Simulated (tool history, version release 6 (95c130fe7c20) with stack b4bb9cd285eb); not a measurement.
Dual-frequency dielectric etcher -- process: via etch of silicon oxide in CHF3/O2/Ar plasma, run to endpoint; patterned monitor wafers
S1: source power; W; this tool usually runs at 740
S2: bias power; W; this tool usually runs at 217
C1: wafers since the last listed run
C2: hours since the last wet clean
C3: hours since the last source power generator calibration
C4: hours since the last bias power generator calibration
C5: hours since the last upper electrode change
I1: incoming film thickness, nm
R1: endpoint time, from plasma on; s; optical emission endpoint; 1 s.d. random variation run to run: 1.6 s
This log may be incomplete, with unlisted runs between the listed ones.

run,hour,S1,S2,C1,C2,C3,C4,C5,I1,R1
1,0.0,790,199,0,167.8,3616.2,2968.8,1649.4,573.0,271.3
2,51.3,790,199,144,219.1,3667.5,3020.1,1700.7,576.1,278.4
3,103.3,790,199,146,271.1,3719.5,3072.1,1752.7,580.9,277.4
4,129.4,740,175,73,297.2,3745.6,3098.2,1778.8,581.4,299.0
5,187.6,740,175,164,355.4,3803.8,3156.4,1837.0,579.1,302.5
6,255.4,700,177,191,423.2,3871.6,3224.2,1904.8,581.4,308.7
7,314.5,700,177,166,482.3,3930.7,3283.3,1963.9,576.8,308.5
# hour 347.8: wet clean of the chamber
8,362.9,670,202,68,15.1,3979.1,3331.7,2012.3,584.3,297.5
9,402.6,670,202,111,54.8,4018.8,3371.4,2052.0,583.0,294.7
# hour 426.2: bias power generator calibrated
10,434.4,670,202,78,86.6,4050.6,8.2,2083.8,580.0,293.6
11,472.2,650,186,106,124.4,4088.4,46.0,2121.6,570.6,301.9
12,525.0,580,232,148,177.2,4141.2,98.8,2174.4,576.6,308.5
13,583.9,790,199,166,236.1,4200.1,157.7,2233.3,583.8,278.3
14,651.4,740,217,190,303.6,4267.6,225.2,2300.8,585.7,280.9
# hour 658.5: source power generator calibrated
# hour 675.7: upper electrode replaced
15,696.6,620,250,67,348.8,38.1,270.4,20.9,586.2,303.7
16,722.0,880,197,71,374.2,63.5,295.8,46.3,578.2,264.8
17,747.1,790,217,70,399.3,88.6,320.9,71.4,575.4,274.4
18,799.8,640,178,148,452.0,141.3,373.6,124.1,571.5,319.8
# hour 876.7: wet clean of the chamber
19,877.2,740,238,150,0.5,218.7,451.0,201.5,575.3,264.7
20,929.2,740,190,146,52.5,270.7,503.0,253.5,581.1,284.3
21,979.7,650,178,142,103.0,321.2,553.5,304.0,583.4,314.6

Alternative continuations, all from the tool just after run 21; predict every row:
A,980.2,740,217,1,103.5,321.7,554.0,304.5,581.8,?
B,980.2,620,189,1,103.5,321.7,554.0,304.5,581.8,?
C,980.2,660,184,1,103.5,321.7,554.0,304.5,581.8,?
D,980.2,740,189,1,103.5,321.7,554.0,304.5,581.8,?

run,R1
A,276.4
B,314.6
C,306.3
D,286.6
Had the tool no hidden state, the same runs would have come out as:
run,R1
A,273.3
B,311.1
C,302.9
D,283.4

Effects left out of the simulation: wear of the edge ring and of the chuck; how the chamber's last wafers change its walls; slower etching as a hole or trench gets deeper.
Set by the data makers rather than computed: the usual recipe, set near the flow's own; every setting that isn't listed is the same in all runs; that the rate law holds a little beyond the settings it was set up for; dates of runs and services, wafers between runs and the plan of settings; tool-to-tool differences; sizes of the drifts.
